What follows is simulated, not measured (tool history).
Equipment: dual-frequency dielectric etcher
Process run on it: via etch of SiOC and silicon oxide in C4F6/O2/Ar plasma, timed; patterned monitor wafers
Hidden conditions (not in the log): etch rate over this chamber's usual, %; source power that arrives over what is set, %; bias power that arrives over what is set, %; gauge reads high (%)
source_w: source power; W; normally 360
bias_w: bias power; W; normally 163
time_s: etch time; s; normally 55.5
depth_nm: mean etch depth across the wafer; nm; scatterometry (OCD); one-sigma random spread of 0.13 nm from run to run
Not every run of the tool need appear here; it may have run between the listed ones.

run	day	source_w	bias_w	time_s	wafers since the last listed run	hours since the last wet clean	hours since the last source power generator calibration	hours since the last bias power generator calibration	hours since the last upper electrode change	hours since the gauge calibration	read-back reference wafer on the same gauge, depth_nm	depth_nm
1	0	360	163	55.5	0	623.2	3010.1	3842.9	3538	1357.4	67	57.5
# day 6.267: wet clean of the chamber
2	9.304	360	143	55.5	3365	72.9	3233.4	4066.2	3761.3	1580.7	67	54.9
3	12.125	360	163	55.5	1143	140.6	3301.1	4133.9	3829	1648.4	67	56.5
4	13.738	360	163	55.5	653	179.3	3339.8	4172.6	3867.7	1687.1	67	56.5
5	17.408	360	163	55.5	1487	267.4	3427.9	4260.7	3955.8	1775.2	67	56.4
6	20.979	360	163	63.5	1447	353.1	3513.6	4346.4	4041.5	1860.9	67	64.4
7	23.6	360	163	63.5	1062	416	3576.5	4409.3	4104.4	1923.8	67	64.2
# day 27.038: bias power generator calibrated
# day 27.462: wet clean of the chamber, repeated, since the last time left the tool worse
8	27.483	360	163	63.5	1334	0.5	3669.7	10.7	4197.6	2017	67	66.8
9	30.279	360	152	55.5	1132	67.6	3736.8	77.8	4264.7	2084.1	67	57.4
10	34.679	360	152	55.5	1783	173.2	3842.4	183.4	4370.3	2189.7	67	57.3
11	38.662	360	163	55.5	1614	268.8	3938	279	4465.9	2285.3	67	58.3
12	40.338	360	163	55.5	678	309	3978.2	319.2	4506.1	2325.5	67	58.2
13	44.708	290	163	71	1771	413.9	4083.1	424.1	4611	2430.4	67	69.8
14	46.712	330	131	62.5	812	462	4131.2	472.2	4659.1	2478.5	67	60.2
15	49.483	360	163	55.5	1122	528.5	4197.7	538.7	4725.6	2545	67	57.6
16	53.488	360	142	63.5	1622	624.6	4293.8	634.8	4821.7	2641.1	67	63.9
17	55.254	360	163	55.5	715	667	4336.2	677.2	4864.1	2683.5	67	57.5
# day 60.412: wet clean of the chamber
18	60.433	430	181	66.5	1693	0.5	4460.5	801.5	4988.4	2807.8	67	75.6
19	71.183	440	163	55.5	4356	258.5	4718.5	1059.5	5246.4	3065.8	66.9	61.4
20	74.754	270	179	70.5	1447	344.2	4804.2	1145.2	5332.1	3151.5	67	69.4
# day 76.125: gauge calibrated
21	77.046	450	127	39.5	928	399.2	4859.2	1200.2	5387.1	22.1	67	41.5
22	79.225	430	181	66.5	883	451.5	4911.5	1252.5	5439.4	74.4	67	74.9
# day 79.629: source power generator calibrated
# day 82.379: upper electrode replaced
23	82.825	360	163	55.5	986	537.9	76.7	1338.9	10.7	160.8	67	57.5
24	86.071	360	163	55.5	1315	615.8	154.6	1416.8	88.6	238.7	67	57.4
# day 91.346: wet clean of the chamber
25	99.338	360	163	55.5	4970	191.8	473	1735.2	407	557.1	67.1	58
26	103.588	360	146	55.5	1722	293.8	575	1837.2	509	659.1	67	56.5
27	106.408	400	198	40	1143	361.5	642.7	1904.9	576.7	726.8	67	45.2
28	110.488	360	137	55.5	1652	459.4	740.6	2002.8	674.6	824.7	67	55.3
29	112.188	400	163	55.5	688	500.2	781.4	2043.6	715.4	865.5	67.1	59.5
30	114.633	390	190	44	991	558.9	840.1	2102.3	774.1	924.2	67	48.6

Table of differences, measured result less the result of that run with no hidden state. Run-to-run variation is the same in both. Gauge scatter possibly is not:
run	depth_nm
1	-0.9
2	-1.6
3	-1.9
4	-1.9
5	-2
6	-2.4
7	-2.4
8	+0.1
9	+0
10	-0.1
11	-0.2
12	-0.3
13	-0.5
14	-0.5
15	-0.6
16	-0.8
17	-0.7
18	+0
19	-0.4
20	-0.5
21	-0.4
22	-0.8
23	-0.7
24	-0.8
25	-0.4
26	-0.5
27	-0.4
28	-0.6
29	-0.8
30	-0.7
